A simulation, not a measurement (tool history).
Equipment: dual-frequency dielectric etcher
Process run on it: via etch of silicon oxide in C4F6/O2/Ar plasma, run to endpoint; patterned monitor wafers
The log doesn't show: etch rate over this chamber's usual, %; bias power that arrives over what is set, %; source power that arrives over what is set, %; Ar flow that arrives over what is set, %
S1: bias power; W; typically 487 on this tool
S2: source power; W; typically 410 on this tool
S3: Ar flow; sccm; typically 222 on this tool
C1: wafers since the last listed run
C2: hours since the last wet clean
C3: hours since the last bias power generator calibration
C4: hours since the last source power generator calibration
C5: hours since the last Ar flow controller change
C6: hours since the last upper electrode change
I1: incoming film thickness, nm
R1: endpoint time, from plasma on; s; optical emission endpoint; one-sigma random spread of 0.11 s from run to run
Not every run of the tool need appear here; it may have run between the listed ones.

Run 1, hour 0.0: usual settings but S1 537 W; C1 0; C2 31.8; C3 4413.6; C4 619.2; C5 2913.4; C6 3374.9; I1 71.5. Result: R1 15.6 s.
Run 2, hour 107.1: usual settings but S1 537 W; C1 1542; C2 138.9; C3 4520.7; C4 726.3; C5 3020.5; C6 3482.0; I1 71.7. Result: R1 15.3 s.
Run 3, hour 150.8: usual settings but S1 537 W; C1 629; C2 182.6; C3 4564.4; C4 770.0; C5 3064.2; C6 3525.7; I1 71.7. Result: R1 15.3 s.
Run 4, hour 257.6: usual settings; C1 1538; C2 289.4; C3 4671.2; C4 876.8; C5 3171.0; C6 3632.5; I1 71.4. Result: R1 15.6 s.
Run 5, hour 297.8: usual settings; C1 579; C2 329.6; C3 4711.4; C4 917.0; C5 3211.2; C6 3672.7; I1 71.3. Result: R1 15.5 s.
At hour 401.2: upper electrode replaced.
Run 6, hour 401.7: usual settings; C1 1150; C2 433.5; C3 4815.3; C4 1020.9; C5 3315.1; C6 0.5; I1 71.1. Result: R1 15.5 s.
At hour 441.8: bias power generator calibrated.
Run 7, hour 457.5: usual settings but S1 574 W, S3 199 sccm; C1 746; C2 489.3; C3 15.7; C4 1076.7; C5 3370.9; C6 56.3; I1 70.5. Result: R1 14.5 s.
Run 8, hour 530.3: usual settings but S1 574 W, S3 199 sccm; C1 1048; C2 562.1; C3 88.5; C4 1149.5; C5 3443.7; C6 129.1; I1 71.7. Result: R1 14.5 s.
At hour 558.4: wet clean of the chamber.
Run 9, hour 593.9: usual settings but S1 583 W, S2 470 W, S3 241 sccm; C1 570; C2 35.5; C3 152.1; C4 1213.1; C5 3507.3; C6 192.7; I1 71.3. Result: R1 14.3 s.
Run 10, hour 696.3: usual settings but S3 194 sccm; C1 1475; C2 137.9; C3 254.5; C4 1315.5; C5 3609.7; C6 295.1; I1 71.4. Result: R1 15.4 s.
Run 11, hour 734.4: usual settings; C1 548; C2 176.0; C3 292.6; C4 1353.6; C5 3647.8; C6 333.2; I1 71.3. Result: R1 15.6 s.
Run 12, hour 790.6: usual settings but S1 390 W, S2 370 W, S3 204 sccm; C1 809; C2 232.2; C3 348.8; C4 1409.8; C5 3704.0; C6 389.4; I1 71.1. Result: R1 17.2 s.
Run 13, hour 854.1: usual settings but S1 383 W; C1 914; C2 295.7; C3 412.3; C4 1473.3; C5 3767.5; C6 452.9; I1 71.6. Result: R1 16.7 s.
Run 14, hour 939.1: usual settings; C1 1224; C2 380.7; C3 497.3; C4 1558.3; C5 3852.5; C6 537.9; I1 71.0. Result: R1 15.4 s.
Run 15, hour 1019.6: usual settings but S3 254 sccm; C1 1159; C2 461.2; C3 577.8; C4 1638.8; C5 3933.0; C6 618.4; I1 70.7. Result: R1 15.7 s.
At hour 1044.3: source power generator calibrated.
Run 16, hour 1072.7: usual settings; C1 707; C2 514.3; C3 630.9; C4 28.4; C5 3986.1; C6 671.5; I1 71.3. Result: R1 15.2 s.
Run 17, hour 1162.8: usual settings; C1 1297; C2 604.4; C3 721.0; C4 118.5; C5 4076.2; C6 761.6; I1 71.5. Result: R1 15.4 s.
At hour 1226.8: wet clean of the chamber.
Run 18, hour 1234.9: usual settings but S1 537 W; C1 692; C2 8.1; C3 793.1; C4 190.6; C5 4148.3; C6 833.7; I1 72.1. Result: R1 15.5 s.
Run 19, hour 1324.8: usual settings but S1 526 W, S2 480 W, S3 188 sccm; C1 1295; C2 98.0; C3 883.0; C4 280.5; C5 4238.2; C6 923.6; I1 71.4. Result: R1 14.2 s.
Run 20, hour 1365.8: usual settings; C1 590; C2 139.0; C3 924.0; C4 321.5; C5 4279.2; C6 964.6; I1 71.1. Result: R1 15.6 s.
Run 21, hour 1415.7: usual settings but S1 421 W, S2 500 W, S3 236 sccm; C1 718; C2 188.9; C3 973.9; C4 371.4; C5 4329.1; C6 1014.5; I1 71.3. Result: R1 15.1 s.
Run 22, hour 1473.4: usual settings but S1 387 W; C1 831; C2 246.6; C3 1031.6; C4 429.1; C5 4386.8; C6 1072.2; I1 71.5. Result: R1 16.4 s.
At hour 1503.9: Ar flow controller replaced.
Run 23, hour 1550.4: usual settings but S1 597 W; C1 1022; C2 323.6; C3 1108.6; C4 506.1; C5 46.5; C6 1149.2; I1 72.2. Result: R1 15.0 s.
Run 24, hour 1625.0: usual settings but S1 423 W, S2 340 W, S3 255 sccm; C1 1074; C2 398.2; C3 1183.2; C4 580.7; C5 121.1; C6 1223.8; I1 71.2. Result: R1 17.2 s.
Run 25, hour 1663.3: usual settings but S1 601 W, S2 500 W, S3 265 sccm; C1 551; C2 436.5; C3 1221.5; C4 619.0; C5 159.4; C6 1262.1; I1 70.7. Result: R1 13.4 s.
Run 26, hour 1789.6: usual settings but S1 428 W, S2 490 W, S3 182 sccm; C1 1819; C2 562.8; C3 1347.8; C4 745.3; C5 285.7; C6 1388.4; I1 70.4. Result: R1 14.4 s.
At hour 1833.3: wet clean of the chamber.
Run 27, hour 2047.7: usual settings but S1 385 W, S2 460 W, S3 181 sccm; C1 3372; C2 214.4; C3 1605.9; C4 1003.4; C5 543.8; C6 1646.5; I1 72.4. Result: R1 15.7 s.
Run 28, hour 2091.6: usual settings but S2 500 W; C1 632; C2 258.3; C3 1649.8; C4 1047.3; C5 587.7; C6 1690.4; I1 71.1. Result: R1 14.4 s.
Run 29, hour 2199.2: usual settings but S1 596 W, S3 200 sccm; C1 1549; C2 365.9; C3 1757.4; C4 1154.9; C5 695.3; C6 1798.0; I1 70.3. Result: R1 14.0 s.

The same runs without the tool's hidden state, with the same run-to-run variation:
run    R1
  1  15.5
  2  15.4
  3  15.4
  4  15.7
  5  15.6
  6  15.8
  7  14.7
  8  14.9
  9  14.2
 10  15.4
 11  15.7
 12  17.3
 13  16.9
 14  15.6
 15  15.9
 16  15.5
 17  15.8
 18  15.6
 19  14.3
 20  15.7
 21  15.3
 22  16.6
 23  15.3
 24  17.6
 25  13.7
 26  14.8
 27  15.9
 28  14.6
 29  14.2
